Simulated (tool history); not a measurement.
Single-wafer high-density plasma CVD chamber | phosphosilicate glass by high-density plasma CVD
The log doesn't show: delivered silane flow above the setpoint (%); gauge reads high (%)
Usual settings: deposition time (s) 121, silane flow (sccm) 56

run	day	deposition time (s)	silane flow (sccm)	wafers since the last listed run	hours since the silane flow controller was replaced	hours since the gauge calibration	read-back reference wafer on the same gauge, thickness_nm	mean film thickness on the monitor wafer (Å)
1	0.000	121	56	0	3506.4	27.1	621.770	7003.84
2	0.692	121	56	243	3523.0	43.7	622.020	7006.41
3	1.146	121	53	159	3533.9	54.6	622.187	6633.99
4	1.688	105	56	190	3546.9	67.6	621.938	6062.64
5	2.304	127	54	216	3561.7	82.4	621.453	7130.53
6	3.867	127	54	549	3599.2	119.9	620.982	7116.31
7	4.512	121	56	227	3614.7	135.4	621.896	7008.48
8	4.800	121	56	101	3621.6	142.3	620.825	6981.31
9	5.350	121	56	193	3634.8	155.5	621.027	6983.33
10	6.138	121	52	276	3653.7	174.4	622.192	6550.60
11	6.867	121	52	256	3671.2	191.9	621.710	6543.22
12	7.142	121	56	96	3677.8	198.5	621.250	7036.94
13	7.521	121	56	133	3686.9	207.6	621.520	6971.48
14	7.904	135	49	134	3696.1	216.8	621.663	6934.65
15	8.617	102	56	250	3713.2	233.9	621.763	5894.49
16	9.312	121	51	244	3729.9	250.6	621.440	6439.72
# day 9.883: gauge calibrated
17	9.892	112	49	203	3743.8	0.2	620.668	5704.39
18	10.329	121	48	153	3754.3	10.7	620.859	6083.74
# day 11.033: silane flow controller replaced
19	11.054	121	45	137	0.5	28.1	622.358	5795.30
20	11.571	121	56	181	12.9	40.5	622.270	7007.13
21	11.825	121	56	89	19.0	46.6	623.060	7010.91
22	12.504	144	67	238	35.3	62.9	621.719	9812.21
23	12.971	141	60	164	46.5	74.1	621.515	8664.50
24	13.600	104	59	221	61.6	89.2	622.048	6326.99
25	14.312	121	56	250	78.7	106.3	621.959	7001.00
26	15.404	111	60	383	104.9	132.5	621.903	6800.95
27	15.854	107	61	158	115.7	143.3	621.190	6671.72

How the hidden state differs across the entries between the runs, from the last listed run before each to the first after it:
Between runs 16 and 17: gauge calibrated (day 9.883)
  no hidden state differs between the two runs
Between runs 18 and 19: silane flow controller replaced (day 11.033)
  no hidden state differs between the two runs
